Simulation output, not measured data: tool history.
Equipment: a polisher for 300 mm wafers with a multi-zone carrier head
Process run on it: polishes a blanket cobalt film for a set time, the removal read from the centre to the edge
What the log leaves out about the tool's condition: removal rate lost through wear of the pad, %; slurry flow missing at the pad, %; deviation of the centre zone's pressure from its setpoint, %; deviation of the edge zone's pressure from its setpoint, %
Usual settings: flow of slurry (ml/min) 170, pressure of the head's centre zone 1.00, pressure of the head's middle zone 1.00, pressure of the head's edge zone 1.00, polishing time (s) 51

run,day,flow of slurry (ml/min),pressure of the head's centre zone,pressure of the head's middle zone,pressure of the head's edge zone,polishing time (s),wafers since the last listed run,wafers polished on this pad,hours since the slurry nozzle was cleaned,hours since the centre zone pressure was calibrated,hours since the edge zone pressure was calibrated,hours since the carrier head's membrane was replaced,"incoming thickness of the incoming film, nm",film removed at the wafer's centre (angstrom),film removed at mid-radius (angstrom),film removed at the wafer's edge (angstrom)
1,0.000,170,1.00,1.00,1.00,55,0,5719,634.2,258.8,655.5,93.7,1077.9,923,1006,1049
2,2.088,170,1.00,1.00,1.00,51,677,6397,684.3,308.9,705.6,143.8,1054.9,862,937,943
# day 2.696: slurry nozzle cleaned
3,4.092,170,1.00,1.00,1.00,51,637,7034,33.5,357.0,753.7,191.9,1069.2,970,1053,1013
# day 5.696: worn pad replaced by a new one
4,7.488,170,1.00,1.00,1.00,51,1048,582,115.0,438.5,835.2,273.4,1068.4,907,996,1008
# day 8.596: centre zone pressure recalibrated
# day 8.871: edge zone pressure recalibrated
5,10.125,170,1.00,1.00,1.00,51,802,1384,178.3,36.7,30.1,336.7,1087.6,941,971,1002
6,12.154,170,1.00,1.00,1.00,51,659,2043,227.0,85.4,78.8,385.4,1071.4,938,989,994
7,16.117,170,0.88,1.06,1.00,51,1286,3330,322.1,180.5,173.9,480.5,1059.1,771,999,968
8,17.958,135,1.00,1.06,0.95,51,598,3928,366.3,224.7,218.1,524.7,1065.1,801,925,911
9,19.621,170,1.00,1.00,1.00,51,539,4468,406.2,264.6,258.0,564.6,1061.5,844,924,949
10,22.212,170,1.00,1.00,1.00,55,841,5310,468.4,326.8,320.2,626.8,1084.4,877,1002,1028
# day 25.317: worn pad replaced by a new one
11,25.767,170,1.00,1.08,1.04,51,1100,145,553.7,412.1,405.5,712.1,1055.7,819,992,974
12,29.846,170,1.06,1.00,1.00,51,1324,1470,651.6,510.0,503.4,810.0,1084.8,863,926,959
# day 30.200: centre zone pressure recalibrated
13,33.975,170,1.10,1.00,1.00,66,1313,2784,750.7,90.6,602.5,909.1,1078.7,1242,1195,1235
# day 34.975: slurry nozzle cleaned
# day 35.712: carrier head's membrane replaced by a new one
14,35.929,170,1.00,1.00,1.00,51,553,3337,22.9,137.5,649.4,5.2,1065.7,977,1023,1028
15,39.658,170,1.00,0.88,0.91,51,1211,4549,112.4,227.0,738.9,94.7,1071.3,915,902,959
# day 43.367: worn pad replaced by a new one
16,43.842,170,1.00,1.00,1.00,51,1304,154,212.8,327.4,839.3,195.1,1060.9,856,971,984
17,46.721,170,1.00,0.91,1.00,51,935,1089,281.9,396.5,908.4,264.2,1080.8,813,904,972
# day 48.421: centre zone pressure recalibrated
# day 49.675: edge zone pressure recalibrated
18,51.158,170,1.06,1.00,1.00,51,1387,2476,388.4,65.7,35.6,370.7,1086.0,929,938,963
19,55.433,170,0.93,1.00,1.00,51,1388,3865,491.0,168.3,138.2,473.3,1069.3,781,900,950
20,57.638,170,1.00,1.00,1.00,68,715,4581,543.9,221.2,191.1,526.2,1054.4,1105,1214,1260
21,59.758,170,1.00,1.04,1.00,51,688,5269,594.8,272.1,242.0,577.1,1063.6,818,947,940
22,62.417,155,1.00,0.96,1.09,51,863,6133,658.6,335.9,305.8,640.9,1064.1,749,852,956
# day 63.204: worn pad replaced by a new one
23,65.162,115,1.00,1.00,1.00,51,837,636,724.5,401.8,371.7,706.8,1082.9,625,755,838

Forecast each of these 3 alternatives for the next run:
A,65.179,140,1.00,1.00,1.00,51,5,641,724.9,402.2,372.1,707.2,1075.7,?,?,?
B,65.179,145,1.10,1.00,1.00,51,5,641,724.9,402.2,372.1,707.2,1075.7,?,?,?
C,65.179,170,1.07,1.00,1.00,51,5,641,724.9,402.2,372.1,707.2,1075.7,?,?,?

run,film removed at the wafer's centre (angstrom),film removed at mid-radius (angstrom),film removed at the wafer's edge (angstrom)
A,709,816,890
B,796,828,899
C,832,881,935
What these runs would have given with no unlogged condition in the tool:
run,film removed at the wafer's centre (angstrom),film removed at mid-radius (angstrom),film removed at the wafer's edge (angstrom)
A,1020,995,1016
B,1133,1002,1021
C,1143,1035,1045

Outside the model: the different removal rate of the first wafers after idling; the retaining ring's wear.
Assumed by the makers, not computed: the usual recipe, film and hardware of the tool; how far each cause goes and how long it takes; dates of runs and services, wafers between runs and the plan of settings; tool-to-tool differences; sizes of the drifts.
